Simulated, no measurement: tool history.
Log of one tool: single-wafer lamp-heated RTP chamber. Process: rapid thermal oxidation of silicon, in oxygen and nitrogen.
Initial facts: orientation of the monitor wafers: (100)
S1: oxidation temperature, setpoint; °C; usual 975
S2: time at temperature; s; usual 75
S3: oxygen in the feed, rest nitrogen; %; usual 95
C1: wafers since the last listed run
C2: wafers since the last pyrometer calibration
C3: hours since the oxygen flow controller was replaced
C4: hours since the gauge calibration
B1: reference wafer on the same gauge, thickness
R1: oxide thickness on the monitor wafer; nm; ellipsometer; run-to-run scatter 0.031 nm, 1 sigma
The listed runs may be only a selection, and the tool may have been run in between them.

| run | hour | S1 | S2 | S3 | C1 | C2 | C3 | C4 | B1 | R1 |
|---|---|---|---|---|---|---|---|---|---|---|
| 1 | 0.0 | 975 | 75 | 95 | 0 | 4561 | 2613.7 | 194.5 | 5.771 | 5.224 |
| 2 | 69.3 | 975 | 75 | 95 | 431 | 4993 | 2683.0 | 263.8 | 5.750 | 5.223 |
| 3 | 124.0 | 975 | 75 | 95 | 340 | 5333 | 2737.7 | 318.5 | 5.728 | 5.290 |
| 4 | 265.0 | 961 | 75 | 98 | 878 | 6212 | 2878.7 | 459.5 | 5.707 | 4.776 |
| 5 | 326.8 | 961 | 75 | 98 | 385 | 6597 | 2940.5 | 521.3 | 5.705 | 4.771 |
| 6 | 409.2 | 975 | 75 | 95 | 513 | 7111 | 3022.9 | 603.7 | 5.683 | 5.270 |
| 7 | 455.4 | 975 | 75 | 95 | 287 | 7399 | 3069.1 | 649.9 | 5.693 | 5.176 |
|  | 618.0 | pyrometer window cleaned and pyrometer calibrated |
| 8 | 686.7 | 975 | 75 | 95 | 1391 | 427 | 3300.4 | 881.2 | 5.679 | 5.185 |
| 9 | 771.5 | 975 | 75 | 95 | 528 | 956 | 3385.2 | 966.0 | 5.667 | 5.210 |
|  | 773.4 | gauge calibrated |
| 10 | 808.0 | 960 | 107 | 98 | 227 | 1183 | 3421.7 | 34.6 | 5.848 | 5.673 |
| 11 | 849.9 | 975 | 90 | 95 | 261 | 1444 | 3463.6 | 76.5 | 5.841 | 5.835 |
| 12 | 926.5 | 964 | 90 | 98 | 477 | 1922 | 3540.2 | 153.1 | 5.789 | 5.359 |
|  | 952.9 | oxygen flow controller replaced |
| 13 | 997.3 | 997 | 53 | 95 | 391 | 2313 | 44.4 | 223.9 | 5.781 | 5.343 |
| 14 | 1061.6 | 957 | 61 | 75 | 400 | 2714 | 108.7 | 288.2 | 5.745 | 3.916 |
| 15 | 1162.2 | 990 | 75 | 95 | 626 | 3341 | 209.3 | 388.8 | 5.744 | 5.815 |
| 16 | 1235.7 | 984 | 110 | 77 | 458 | 3799 | 282.8 | 462.3 | 5.715 | 6.158 |
| 17 | 1339.9 | 975 | 75 | 95 | 649 | 4448 | 387.0 | 566.5 | 5.718 | 5.189 |
| 18 | 1432.0 | 975 | 75 | 95 | 573 | 5022 | 479.1 | 658.6 | 5.707 | 5.162 |

5 options for the next run, each taken on its own from the tool as it stands now. Forecast them:
| A | 1432.5 | 975 | 75 | 95 | 3 | 5025 | 479.6 | 659.1 | ? | ? |
| B | 1432.5 | 975 | 42 | 98 | 3 | 5025 | 479.6 | 659.1 | ? | ? |
| C | 1432.5 | 975 | 88 | 95 | 3 | 5025 | 479.6 | 659.1 | ? | ? |
| D | 1432.5 | 996 | 75 | 98 | 3 | 5025 | 479.6 | 659.1 | ? | ? |
| E | 1432.5 | 951 | 75 | 76 | 3 | 5025 | 479.6 | 659.1 | ? | ? |

| run | B1 | R1 |
|---|---|---|
| A | 5.706 | 5.160 |
| B | 5.706 | 4.082 |
| C | 5.706 | 5.535 |
| D | 5.706 | 6.098 |
| E | 5.706 | 4.027 |
Without the tool's unlogged condition, the same runs would have read:
| run | R1 |
|---|---|
| A | 5.291 |
| B | 4.185 |
| C | 5.675 |
| D | 6.252 |
| E | 4.129 |

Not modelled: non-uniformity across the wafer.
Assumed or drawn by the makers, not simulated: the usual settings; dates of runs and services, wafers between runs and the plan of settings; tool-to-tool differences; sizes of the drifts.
